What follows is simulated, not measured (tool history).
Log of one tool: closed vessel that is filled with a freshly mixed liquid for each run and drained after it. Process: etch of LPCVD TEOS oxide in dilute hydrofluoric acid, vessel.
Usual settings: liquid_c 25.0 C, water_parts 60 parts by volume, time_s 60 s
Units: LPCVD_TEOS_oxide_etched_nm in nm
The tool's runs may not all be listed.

run,hour,liquid_c,water_parts,time_s,"read-back film thickness of the LPCVD TEOS oxide reference wafer, read on the same gauge (nm)",LPCVD_TEOS_oxide_etched_nm
1,0.0,25.0,60,75,150.01,32.03
2,59.7,25.0,60,60,149.99,25.69
3,166.7,25.0,60,60,150.00,26.16
4,306.9,25.0,60,60,150.03,26.32
# hour 385.4: thermometer replaced
5,540.5,25.0,60,60,150.03,24.22
6,616.7,25.0,60,60,150.03,24.23
7,713.3,25.0,60,60,150.01,23.89
8,795.5,28.0,40,60,150.00,42.38
9,857.9,25.0,60,85,149.98,34.97
10,942.3,25.0,45,60,149.99,33.54
11,1034.8,21.0,75,35,149.99,9.72
12,1110.8,25.0,60,60,149.98,25.25
13,1153.7,25.0,60,60,150.00,25.07
14,1229.5,25.0,60,60,149.99,25.26
15,1286.1,25.0,35,60,150.01,45.24
# hour 1371.9: thermometer replaced
16,1380.1,27.5,60,50,150.00,21.86
17,1484.7,29.0,45,75,149.97,48.59
18,1541.3,22.5,60,60,149.98,22.06
19,1577.7,27.5,40,75,150.00,52.22
20,1658.4,21.5,60,35,149.99,12.34
21,1760.8,25.0,60,60,150.01,24.53
22,1806.1,25.0,40,60,150.03,38.16
# hour 1865.6: hydrofluoric acid flow meter replaced
23,1898.3,27.0,60,60,149.98,27.01
# hour 1940.9: gauge calibrated
24,1947.2,25.0,60,60,149.98,25.00

Forecast run 25:
25,2047.4,28.0,75,80,?,?

{"run 25": {"read-back film thickness of the LPCVD TEOS oxide reference wafer, read on the same gauge (nm)": 149.96, "LPCVD_TEOS_oxide_etched_nm": 29.03}}
Without the tool's hidden state the same run would have given LPCVD_TEOS_oxide_etched_nm 26.96 nm.
